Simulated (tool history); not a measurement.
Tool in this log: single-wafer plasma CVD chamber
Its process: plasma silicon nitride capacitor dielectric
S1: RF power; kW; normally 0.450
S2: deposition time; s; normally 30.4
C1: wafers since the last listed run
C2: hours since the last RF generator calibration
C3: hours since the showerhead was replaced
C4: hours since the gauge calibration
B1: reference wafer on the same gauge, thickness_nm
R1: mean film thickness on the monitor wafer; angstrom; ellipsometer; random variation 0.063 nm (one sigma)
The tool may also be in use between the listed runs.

run     day     S1    S2   C1      C2      C3     C4      B1      R1
  1   0.000  0.450  30.4    0   745.9  3058.8   64.2  33.802  409.98
  2   0.633  0.450  30.4  314   761.1  3074.0   79.4  33.808  410.92
  3   1.783  0.450  30.4  570   788.7  3101.6  107.0  33.793  410.83
  4   2.492  0.450  30.4  351   805.7  3118.6  124.0  33.799  412.11
  5   3.646  0.450  30.4  572   833.4  3146.3  151.7  33.801  410.36
  6   4.342  0.450  30.4  345   850.1  3163.0  168.4  33.781  409.32
  7   4.971  0.400  28.0  311   865.2  3178.1  183.5  33.790  369.03
  8   5.962  0.400  28.0  491   889.0  3201.9  207.3  33.783  369.44
  9   6.846  0.400  28.0  437   910.2  3223.1  228.5  33.805  369.87
      7.712  -- showerhead replaced
 10   7.733  0.450  30.4  274   931.5     0.5  249.8  33.789  410.83
 11   8.429  0.450  30.4  345   948.2    17.2  266.5  33.811  411.03
      9.379  -- gauge calibrated
 12   9.396  0.480  27.4  479   971.4    40.4    0.4  33.802  375.45
 13  10.817  0.420  34.9  704  1005.5    74.5   34.5  33.794  464.21
 14  11.958  0.480  35.8  566  1032.9   101.9   61.9  33.796  490.25
     12.654  -- RF generator calibrated
 15  12.858  0.480  28.6  280     4.9   123.5   83.5  33.793  397.69
 16  13.542  0.495  26.9  338    21.3   139.9   99.9  33.803  375.27
 17  14.888  0.530  30.4  667    53.6   172.2  132.2  33.804  430.98
 18  15.738  0.525  26.6  421    74.0   192.6  152.6  33.813  375.27
 19  16.500  0.510  33.8  378    92.3   210.9  170.9  33.786  474.40

Across each entry between runs, compare the hidden state at the last listed run before it with the hidden state at the first listed run after it:
After run 9, before run 10: showerhead replaced (day 7.712)
  delivered RF power above the setpoint (%): -7.92 -> -7.96
  what was measured, less what the result would be without the hidden state, R1: -6.21 -> -6.94 angstrom
After run 11, before run 12: gauge calibrated (day 9.379)
  delivered RF power above the setpoint (%): -7.99 -> -8.03
  what was measured, less what the result would be without the hidden state, R1: -6.97 -> -6.40 angstrom
After run 14, before run 15: RF generator calibrated (day 12.654)
  delivered RF power above the setpoint (%): -8.12 -> -0.943
  what was measured, less what the result would be without the hidden state, R1: -8.45 -> -0.77 angstrom
